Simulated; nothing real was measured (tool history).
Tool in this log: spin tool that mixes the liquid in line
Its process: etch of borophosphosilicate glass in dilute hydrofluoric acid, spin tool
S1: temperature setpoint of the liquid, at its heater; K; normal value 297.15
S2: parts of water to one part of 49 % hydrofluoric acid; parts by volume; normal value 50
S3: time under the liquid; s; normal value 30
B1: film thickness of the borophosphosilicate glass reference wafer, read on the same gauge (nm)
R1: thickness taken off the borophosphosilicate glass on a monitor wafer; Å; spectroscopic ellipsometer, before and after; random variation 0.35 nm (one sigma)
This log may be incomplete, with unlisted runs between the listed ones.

Run 1, hour 0: usual settings; B1 70.02. Result: R1 660.5 Å.
Run 2, hour 11.8: usual settings; B1 70. Result: R1 658.5 Å.
Run 3, hour 18.9: usual settings; B1 70. Result: R1 655.6 Å.
Run 4, hour 27.4: usual settings but S3 15 s; B1 69.99. Result: R1 332.9 Å.
At hour 34.8: gauge calibrated.
Run 5, hour 42.3: usual settings; B1 69.99. Result: R1 666.8 Å.
Run 6, hour 51.9: usual settings; B1 70.03. Result: R1 662.8 Å.
Run 7, hour 60.2: usual settings but S1 294.65 K, S2 65 parts by volume; B1 70. Result: R1 454.1 Å.
Run 8, hour 67.5: usual settings but S1 294.65 K, S2 65 parts by volume; B1 70. Result: R1 457.5 Å.
Run 9, hour 84.4: usual settings; B1 70. Result: R1 672.5 Å.
Run 10, hour 103.9: usual settings but S2 65 parts by volume; B1 69.98. Result: R1 502.3 Å.
Run 11, hour 119.4: usual settings; B1 70. Result: R1 664.6 Å.
Run 12, hour 131.5: usual settings but S1 295.65 K, S2 40 parts by volume; B1 70.01. Result: R1 799.2 Å.
Run 13, hour 148.2: usual settings; B1 69.99. Result: R1 669.9 Å.
Run 14, hour 182.4: usual settings but S1 294.15 K, S3 15 s; B1 70. Result: R1 296 Å.
Run 15, hour 196.4: usual settings but S1 293.65 K, S2 65 parts by volume, S3 50 s; B1 69.96. Result: R1 736.5 Å.
Run 16, hour 210.7: usual settings but S1 301.15 K, S3 20 s; B1 70. Result: R1 529 Å.
At hour 216.8: thermometer replaced.
Run 17, hour 225.6: usual settings but S1 301.65 K; B1 70.03. Result: R1 739.2 Å.
Run 18, hour 237.5: usual settings but S1 298.65 K, S2 75 parts by volume, S3 20 s; B1 70.03. Result: R1 280.5 Å.
Run 19, hour 250.6: usual settings; B1 70. Result: R1 611.3 Å.
Run 20, hour 262.4: usual settings but S3 20 s; B1 70.01. Result: R1 411.5 Å.
Run 21, hour 275.2: usual settings but S1 301.65 K, S2 65 parts by volume, S3 20 s; B1 69.99. Result: R1 371.2 Å.
At hour 283.8: hydrofluoric acid flow meter replaced.
Run 22, hour 292.9: usual settings but S1 293.15 K, S3 35 s; B1 70. Result: R1 544.8 Å.
Run 23, hour 303.3: usual settings but S2 40 parts by volume; B1 70.02. Result: R1 704 Å.
Run 24, hour 314.7: usual settings but S1 299.15 K, S2 30 parts by volume, S3 45 s; B1 69.98. Result: R1 1535.5 Å.
Run 25, hour 327.3: usual settings but S1 292.65 K, S3 25 s; B1 69.97. Result: R1 387.4 Å.
Run 26, hour 338.8: usual settings; B1 69.99. Result: R1 555.9 Å.
Run 27, hour 356.6: usual settings but S2 30 parts by volume, S3 40 s; B1 70.01. Result: R1 1275.2 Å.
Run 28, hour 365.7: usual settings but S1 292.15 K, S2 55 parts by volume; B1 70.02. Result: R1 412.4 Å.
Run 29, hour 375.7: usual settings but S1 301.15 K, S2 25 parts by volume, S3 40 s; B1 69.99. Result: R1 1825.9 Å.
Run 30, hour 383.9: usual settings but S2 45 parts by volume, S3 15 s; B1 69.99. Result: R1 310.4 Å.
Run 31, hour 398.8: usual settings; B1 69.97. Result: R1 555.3 Å.
Run 32, hour 407.4: usual settings; B1 70. Result: R1 557.5 Å.
Run 33, hour 420.3: usual settings but S1 293.65 K, S3 20 s; B1 70. Result: R1 326.1 Å.

Some steps in R1 between neighbouring runs. How much of each would the tool show without its hidden state too (settings, what came in, random variation), and how much is left for the hidden state, with any gauge scatter that isn't in both results?
Unlogged tool condition in this case: liquid hotter than its thermometer reads (K); hydrofluoric acid flow above the setpoint (%); gauge reads high (%).
Run 4 -> 5: S3 15 -> 30, gauge calibrated. R1 +333.9 Å: hidden state +62.4, all else +271.5.
Run 13 -> 14: S1 297.15 -> 294.15, S3 30 -> 15. R1 -373.9 Å: hidden state -71.4, all else -302.5.
Run 14 -> 15: S1 294.15 -> 293.65, S2 50 -> 65, S3 15 -> 50. R1 +440.5 Å: hidden state +89, all else +351.5.
Run 24 -> 25: S1 299.15 -> 292.65, S2 30 -> 50, S3 45 -> 25. R1 -1148.1 Å: hidden state -33.7, all else -1114.4.
Run 28 -> 29: S1 292.15 -> 301.15, S2 55 -> 25, S3 30 -> 40. R1 +1413.5 Å: hidden state +51, all else +1362.5.
Run 29 -> 30: S1 301.15 -> 297.15, S2 25 -> 45, S3 40 -> 15. R1 -1515.5 Å: hidden state -54.4, all else -1461.1.
